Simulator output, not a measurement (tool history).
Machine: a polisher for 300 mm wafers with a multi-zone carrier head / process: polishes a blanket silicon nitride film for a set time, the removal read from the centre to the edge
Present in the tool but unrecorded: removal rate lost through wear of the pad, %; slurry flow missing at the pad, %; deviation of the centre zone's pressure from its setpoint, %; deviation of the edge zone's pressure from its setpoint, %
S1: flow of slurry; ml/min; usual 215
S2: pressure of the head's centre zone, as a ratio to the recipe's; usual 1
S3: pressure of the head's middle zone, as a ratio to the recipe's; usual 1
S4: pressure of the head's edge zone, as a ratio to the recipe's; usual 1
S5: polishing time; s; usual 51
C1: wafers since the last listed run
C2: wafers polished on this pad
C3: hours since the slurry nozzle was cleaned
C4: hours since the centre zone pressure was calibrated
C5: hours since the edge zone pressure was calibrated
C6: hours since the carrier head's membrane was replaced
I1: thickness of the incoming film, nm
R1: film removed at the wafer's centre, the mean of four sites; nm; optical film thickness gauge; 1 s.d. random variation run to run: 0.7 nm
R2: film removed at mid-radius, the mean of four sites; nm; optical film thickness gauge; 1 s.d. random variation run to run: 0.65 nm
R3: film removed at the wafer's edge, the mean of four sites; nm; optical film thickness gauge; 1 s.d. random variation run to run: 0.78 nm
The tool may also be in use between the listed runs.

| run | hour | S1 | S2 | S3 | S4 | S5 | C1 | C2 | C3 | C4 | C5 | C6 | I1 | R1 | R2 | R3 |
|---|---|---|---|---|---|---|---|---|---|---|---|---|---|---|---|---|
| 1 | 0 | 215 | 1 | 1 | 1 | 51 | 0 | 1740 | 425.3 | 446 | 74.2 | 1039.5 | 375.6 | 61.3 | 58.2 | 59.3 |
| 2 | 49.8 | 215 | 1 | 0.94 | 1 | 51 | 435 | 2176 | 475.1 | 495.8 | 124 | 1089.3 | 370.4 | 60.1 | 55.5 | 57.7 |
| 3 | 96.9 | 215 | 1.04 | 0.89 | 1.09 | 36 | 411 | 2588 | 522.2 | 542.9 | 171.1 | 1136.4 | 374.8 | 43.5 | 36.8 | 41.2 |
|  | 127.5 | slurry nozzle cleaned |
| 4 | 143.9 | 285 | 1.1 | 1.08 | 0.93 | 51 | 402 | 2990 | 16.4 | 589.9 | 218.1 | 1183.4 | 373 | 66 | 60.9 | 55.6 |
| 5 | 208.6 | 215 | 1.11 | 1.1 | 1 | 51 | 565 | 3556 | 81.1 | 654.6 | 282.8 | 1248.1 | 368.6 | 64.7 | 60.4 | 55 |
| 6 | 306.7 | 215 | 1 | 1 | 1 | 51 | 858 | 4414 | 179.2 | 752.7 | 380.9 | 1346.2 | 368.9 | 57.1 | 54.3 | 53 |
|  | 312.7 | worn pad replaced by a new one |
| 7 | 355.4 | 215 | 1 | 1 | 1 | 51 | 390 | 373 | 227.9 | 801.4 | 429.6 | 1394.9 | 370.4 | 62.8 | 60.5 | 61.6 |
| 8 | 422.1 | 185 | 1 | 1 | 1.11 | 51 | 583 | 956 | 294.6 | 868.1 | 496.3 | 1461.6 | 368.2 | 60.2 | 58.9 | 61.2 |
|  | 482.1 | edge zone pressure recalibrated |
| 9 | 519.7 | 215 | 1 | 0.95 | 1 | 39 | 836 | 1793 | 392.2 | 965.7 | 37.6 | 1559.2 | 368 | 46.5 | 43 | 44.7 |
|  | 606.1 | carrier head's membrane replaced by a new one |
|  | 654 | slurry nozzle cleaned |
|  | 672.8 | centre zone pressure recalibrated |
| 10 | 689.4 | 215 | 1 | 1 | 1 | 51 | 1414 | 3207 | 35.4 | 16.6 | 207.3 | 83.3 | 374.6 | 57.9 | 57.3 | 54.2 |
| 11 | 758.6 | 215 | 1 | 1 | 1 | 51 | 605 | 3812 | 104.6 | 85.8 | 276.5 | 152.5 | 374 | 56.4 | 55.6 | 56.8 |
| 12 | 797.2 | 160 | 1 | 1 | 1.09 | 51 | 337 | 4150 | 143.2 | 124.4 | 315.1 | 191.1 | 375.6 | 56.6 | 53.4 | 56 |
|  | 848.4 | worn pad replaced by a new one |
| 13 | 889.7 | 215 | 1 | 1.06 | 1.04 | 51 | 774 | 361 | 235.7 | 216.9 | 407.6 | 283.6 | 373.5 | 63.5 | 63.3 | 59.8 |
| 14 | 969.2 | 170 | 0.96 | 1 | 1.04 | 59 | 695 | 1057 | 315.2 | 296.4 | 487.1 | 363.1 | 369.5 | 66.5 | 68 | 69.2 |
|  | 972.1 | edge zone pressure recalibrated |
| 15 | 1040.5 | 275 | 0.92 | 1 | 1 | 51 | 606 | 1663 | 386.5 | 367.7 | 68.4 | 434.4 | 373.8 | 57.5 | 59 | 58.5 |
| 16 | 1107.3 | 215 | 1 | 1 | 1 | 57 | 584 | 2247 | 453.3 | 434.5 | 135.2 | 501.2 | 370.6 | 66 | 64.7 | 64 |
| 17 | 1145.7 | 195 | 1 | 1 | 1 | 51 | 335 | 2583 | 491.7 | 472.9 | 173.6 | 539.6 | 367.7 | 59.7 | 57 | 55.9 |
|  | 1199.1 | slurry nozzle cleaned |
| 18 | 1245.2 | 215 | 1.03 | 0.95 | 0.96 | 46 | 861 | 3444 | 46.1 | 572.4 | 273.1 | 639.1 | 368 | 53.9 | 48.8 | 49.4 |
| 19 | 1314.7 | 285 | 0.94 | 1 | 1 | 57 | 607 | 4052 | 115.6 | 641.9 | 342.6 | 708.6 | 368 | 61.4 | 62.2 | 62.9 |
|  | 1380.1 | worn pad replaced by a new one |
| 20 | 1389.8 | 215 | 1 | 0.93 | 1 | 68 | 621 | 84 | 190.7 | 717 | 417.7 | 783.7 | 366.2 | 81.8 | 75.4 | 79.4 |
| 21 | 1476.6 | 255 | 0.93 | 1 | 1 | 51 | 759 | 843 | 277.5 | 803.8 | 504.5 | 870.5 | 371.3 | 57.6 | 60.1 | 58.1 |

Predict each of these 5 candidate next runs independently; none follows another, all start after run 21:
| A | 1477 | 260 | 1 | 1 | 1 | 51 | 3 | 847 | 277.9 | 804.2 | 504.9 | 870.9 | 369.1 | ? | ? | ? |
| B | 1477 | 170 | 1 | 1 | 1 | 61 | 3 | 847 | 277.9 | 804.2 | 504.9 | 870.9 | 369.1 | ? | ? | ? |
| C | 1477 | 215 | 0.92 | 1 | 0.88 | 59 | 3 | 847 | 277.9 | 804.2 | 504.9 | 870.9 | 369.1 | ? | ? | ? |
| D | 1477 | 215 | 1 | 1 | 0.92 | 51 | 3 | 847 | 277.9 | 804.2 | 504.9 | 870.9 | 369.1 | ? | ? | ? |
| E | 1477 | 180 | 0.95 | 1 | 1 | 51 | 3 | 847 | 277.9 | 804.2 | 504.9 | 870.9 | 369.1 | ? | ? | ? |

| run | R1 | R2 | R3 |
|---|---|---|---|
| A | 62.4 | 59.3 | 58.5 |
| B | 72.2 | 68.8 | 68.4 |
| C | 65.4 | 67.7 | 63.1 |
| D | 61.5 | 58.5 | 55.6 |
| E | 57.6 | 57.8 | 57.3 |
Had the tool no hidden state, the same runs would have come out as:
| run | R1 | R2 | R3 |
|---|---|---|---|
| A | 65 | 61.7 | 60.9 |
| B | 75.2 | 71.6 | 71.2 |
| C | 68.1 | 70.5 | 65.7 |
| D | 64 | 60.9 | 57.9 |
| E | 60 | 60.1 | 59.7 |
